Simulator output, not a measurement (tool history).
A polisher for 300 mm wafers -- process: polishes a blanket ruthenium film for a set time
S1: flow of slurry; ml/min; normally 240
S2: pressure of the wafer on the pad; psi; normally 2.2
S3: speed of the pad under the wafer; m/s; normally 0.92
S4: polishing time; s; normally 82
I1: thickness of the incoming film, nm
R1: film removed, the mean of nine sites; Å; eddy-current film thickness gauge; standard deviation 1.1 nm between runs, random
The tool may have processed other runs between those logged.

run	day	S1	S2	S3	S4	I1	R1
1	0.000	265	2.2	0.92	82	625.9	742
2	2.646	240	2.2	0.92	82	623.2	712
3	4.558	240	2.2	0.92	82	635.5	704
4	7.346	240	2.2	0.92	82	630.4	728
# day 8.846: head pressure recalibrated
5	9.321	240	2.2	0.92	82	639.2	720
# day 9.750: slurry nozzle cleaned
# day 10.738: worn pad replaced by a new one
6	11.488	240	2.2	0.92	82	627.8	762
7	14.150	240	2.2	0.92	82	630.5	744
8	15.538	240	2.2	0.92	82	629.2	752
9	17.850	240	2.2	0.92	82	618.7	717
10	20.233	240	2.2	0.68	68	631.2	456
11	21.346	240	2.2	0.68	68	622.0	440
12	23.604	240	2.2	0.92	82	632.7	709
13	25.871	240	2.2	0.92	82	631.5	709
# day 27.367: worn pad replaced by a new one
14	28.771	240	2.2	0.92	82	633.0	754
15	31.408	170	2.0	0.92	82	638.0	662
16	32.696	240	2.2	0.92	82	630.5	748
17	35.304	240	2.2	0.92	82	638.6	727
18	43.946	240	1.4	1.00	82	630.0	495
# day 45.312: slurry nozzle cleaned
# day 45.758: worn pad replaced by a new one
19	46.479	240	2.2	0.92	82	625.2	770
20	48.312	210	2.2	1.16	82	631.0	956
21	49.362	160	2.2	0.92	64	618.0	563
22	51.692	190	2.9	0.70	95	629.3	839
23	54.529	240	2.2	0.92	82	630.8	737
24	55.892	200	2.6	0.66	82	634.9	601
# day 56.179: head pressure recalibrated
25	58.646	280	2.2	0.92	82	632.8	733
26	59.854	240	2.2	0.92	82	622.4	702
27	61.846	240	2.9	0.92	71	625.2	813
# day 63.033: worn pad replaced by a new one
28	64.246	240	2.2	0.92	82	634.3	777
29	66.638	240	1.5	0.68	82	633.7	370
30	74.250	240	1.8	1.16	82	640.8	740
31	76.225	240	2.2	1.06	74	637.0	747
# day 78.596: slurry nozzle cleaned
32	78.667	215	2.4	0.92	82	630.7	784
33	80.858	290	2.2	0.92	82	639.9	745
34	82.388	240	2.2	0.92	82	622.9	709
# day 83.038: worn pad replaced by a new one
35	84.021	165	1.7	0.64	57	624.5	276
36	86.329	240	1.4	0.92	57	628.5	327

Results per run with the tool's hidden condition removed, run-to-run variation unchanged:
Unlogged tool condition in this case: removal rate lost through wear of the pad, %; slurry flow missing at the pad, %; deviation of the head's pressure from its setpoint, %.
run	R1
1	787
2	764
3	759
4	790
5	783
6	775
7	778
8	794
9	766
10	491
11	476
12	770
13	772
14	771
15	692
16	789
17	777
18	538
19	782
20	990
21	588
22	889
23	791
24	647
25	795
26	763
27	884
28	790
29	385
30	796
31	806
32	849
33	809
34	770
35	280
36	340

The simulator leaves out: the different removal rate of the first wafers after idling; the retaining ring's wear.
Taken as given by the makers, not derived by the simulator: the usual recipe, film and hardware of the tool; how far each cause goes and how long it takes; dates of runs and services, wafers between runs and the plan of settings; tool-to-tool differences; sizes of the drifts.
